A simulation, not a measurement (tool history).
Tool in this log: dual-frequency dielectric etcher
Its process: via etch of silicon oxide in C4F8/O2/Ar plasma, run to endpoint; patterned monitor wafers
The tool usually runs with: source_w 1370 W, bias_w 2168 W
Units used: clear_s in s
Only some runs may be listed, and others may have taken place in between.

| run | day | source_w | bias_w | wafers since the last listed run | hours since the last wet clean | hours since the last source power generator calibration | hours since the last bias power generator calibration | hours since the last upper electrode change | incoming incoming film thickness, nm | clear_s |
|---|---|---|---|---|---|---|---|---|---|---|
| 1 | 0 | 1370 | 2168 | 0 | 188.8 | 1446.2 | 4348.4 | 5287.6 | 2160.3 | 503.7 |
| 2 | 0.45 | 1370 | 2168 | 50 | 199.6 | 1457 | 4359.2 | 5298.4 | 2186.2 | 502.7 |
| 3 | 0.962 | 1370 | 2168 | 57 | 211.9 | 1469.3 | 4371.5 | 5310.7 | 2184.6 | 507.3 |
| 4 | 1.412 | 1370 | 2168 | 50 | 222.7 | 1480.1 | 4382.3 | 5321.5 | 2175.5 | 503.1 |
| 5 | 1.892 | 1370 | 2168 | 54 | 234.2 | 1491.6 | 4393.8 | 5333 | 2173.5 | 503.6 |
| 6 | 2.588 | 1370 | 2168 | 78 | 250.9 | 1508.3 | 4410.5 | 5349.7 | 2167.3 | 500.5 |
| 7 | 2.917 | 1370 | 2168 | 37 | 258.8 | 1516.2 | 4418.4 | 5357.6 | 2171.2 | 502.3 |
| 8 | 3.325 | 1370 | 2168 | 46 | 268.6 | 1526 | 4428.2 | 5367.4 | 2191.8 | 506.8 |
| 9 | 3.867 | 1370 | 2168 | 61 | 281.6 | 1539 | 4441.2 | 5380.4 | 2169.2 | 501.9 |
| 10 | 4.612 | 1370 | 2168 | 84 | 299.5 | 1556.9 | 4459.1 | 5398.3 | 2150.3 | 495.7 |
| 11 | 4.888 | 1300 | 2554 | 31 | 306.1 | 1563.5 | 4465.7 | 5404.9 | 2164.1 | 474.8 |
| 12 | 5.412 | 1300 | 2554 | 59 | 318.7 | 1576.1 | 4478.3 | 5417.5 | 2169.8 | 474.9 |
| 13 | 5.75 | 1370 | 2168 | 38 | 326.8 | 1584.2 | 4486.4 | 5425.6 | 2163.7 | 500.9 |
| 14 | 6.383 | 1370 | 2168 | 71 | 342 | 1599.4 | 4501.6 | 5440.8 | 2163 | 497.7 |
| 15 | 6.825 | 1370 | 2466 | 49 | 352.6 | 1610 | 4512.2 | 5451.4 | 2183.1 | 475 |
| 16 | 7.254 | 1370 | 2168 | 48 | 362.9 | 1620.3 | 4522.5 | 5461.7 | 2161.6 | 495.6 |
| 17 | 7.546 | 1110 | 1908 | 32 | 369.9 | 1627.3 | 4529.5 | 5468.7 | 2183.6 | 602.2 |

Run 18, settings as shown, results not yet in. Your forecast:
| 18 | 8.104 | 1370 | 2622 | 63 | 383.3 | 1640.7 | 4542.9 | 5482.1 | 2166.8 | ? |

Run 18 gave clear_s 459.1 s.
Minus the tool's unlogged condition, the same run would have read clear_s 459.1 s.

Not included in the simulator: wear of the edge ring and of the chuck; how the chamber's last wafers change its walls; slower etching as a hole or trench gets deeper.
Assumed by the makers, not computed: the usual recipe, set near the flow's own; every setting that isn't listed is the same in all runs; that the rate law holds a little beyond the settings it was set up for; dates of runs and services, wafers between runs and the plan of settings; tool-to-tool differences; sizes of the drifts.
